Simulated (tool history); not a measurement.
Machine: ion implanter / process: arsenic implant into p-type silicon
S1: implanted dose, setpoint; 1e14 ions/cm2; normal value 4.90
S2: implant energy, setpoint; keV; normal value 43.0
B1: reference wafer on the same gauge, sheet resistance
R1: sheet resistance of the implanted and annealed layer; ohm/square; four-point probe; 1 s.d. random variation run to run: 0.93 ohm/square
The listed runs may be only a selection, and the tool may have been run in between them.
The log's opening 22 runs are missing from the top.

run     day    S1    S2      B1      R1
 23  22.029  4.25  46.5  215.82  206.89
 24  23.188  4.35  43.0  216.01  203.98
 25  24.429  5.67  49.0  216.26  162.98
 26  25.108  5.68  56.5  216.38  159.63
 27  26.450  4.90  55.0  216.26  179.93
 28  27.279  6.36  43.0  216.22  152.52
 29  27.879  4.90  43.0  216.35  187.66
 30  28.625  5.48  49.5  216.12  167.12
 31  29.983  6.09  53.5  215.58  151.83
     30.350  -- Faraday cup replaced and dose calibrated
 32  30.896  3.76  57.0  215.89  225.36

Run 33 is up next; what results do you expect?
 33  32.112  5.50  31.5   ?   ?

B1: 215.86
R1: 184.23 ohm/square
Take away the tool's hidden state, keep the run-to-run variation as it was, and the same run would have given R1 185.75 ohm/square.
